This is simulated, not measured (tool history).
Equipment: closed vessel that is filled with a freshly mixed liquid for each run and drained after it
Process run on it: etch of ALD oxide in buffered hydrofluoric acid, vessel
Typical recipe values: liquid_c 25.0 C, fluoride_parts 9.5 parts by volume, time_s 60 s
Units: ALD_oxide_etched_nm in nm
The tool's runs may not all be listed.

run	hour	liquid_c	fluoride_parts	time_s	wafers since the last listed run	hours since the thermometer was replaced	hours since the hydrofluoric acid flow meter was replaced	hours since the gauge calibration	read-back film thickness of the ALD oxide reference wafer, read on the same gauge (nm)	ALD_oxide_etched_nm
1	0.0	25.0	9.5	60	0	978.8	692.1	195.0	30.00	219.14
2	29.4	25.0	9.5	60	2018	1008.2	721.5	224.4	29.98	218.98
3	58.9	25.0	9.5	60	2025	1037.7	751.0	253.9	30.02	215.31
4	124.4	25.0	9.5	60	4496	1103.2	816.5	319.4	29.98	214.51
5	178.0	25.0	9.5	60	3679	1156.8	870.1	373.0	30.00	213.06
6	212.6	25.0	9.5	60	2375	1191.4	904.7	407.6	30.03	215.04
7	247.9	25.0	9.5	60	2423	1226.7	940.0	442.9	29.95	210.18
8	276.5	23.5	12.5	30	1963	1255.3	968.6	471.5	29.98	76.57
9	326.3	22.0	7.5	30	3418	1305.1	1018.4	521.3	29.99	113.10
10	382.4	25.0	13.0	75	3851	1361.2	1074.5	577.4	30.01	196.42
# hour 404.4: hydrofluoric acid flow meter replaced
# hour 406.8: thermometer replaced
# hour 419.0: gauge calibrated
11	453.1	23.0	8.0	30	4716	46.3	48.7	34.1	29.99	127.36
12	519.4	25.0	11.5	45	4551	112.6	115.0	100.4	29.98	152.61
13	580.9	20.5	11.5	85	4221	174.1	176.5	161.9	29.96	222.83
14	639.8	26.5	6.5	80	4043	233.0	235.4	220.8	29.96	492.57
15	681.7	25.0	9.5	60	2876	274.9	277.3	262.7	29.99	233.08

Consider 3 possible next runs. They are alternatives, not a sequence: every one starts from the tool as it was left by run 15. What does each give?
A	682.4	25.0	10.5	60	48	275.6	278.0	263.4	?	?
B	682.4	25.0	8.0	75	48	275.6	278.0	263.4	?	?
C	682.4	25.0	9.5	75	48	275.6	278.0	263.4	?	?

run	read-back film thickness of the ALD oxide reference wafer, read on the same gauge (nm)	ALD_oxide_etched_nm
A	30.02	218.51
B	30.02	347.73
C	30.02	295.81
The same runs, with their run-to-run variation unchanged, on a tool lacking any hidden condition would have given:
run	ALD_oxide_etched_nm
A	226.36
B	360.21
C	306.43
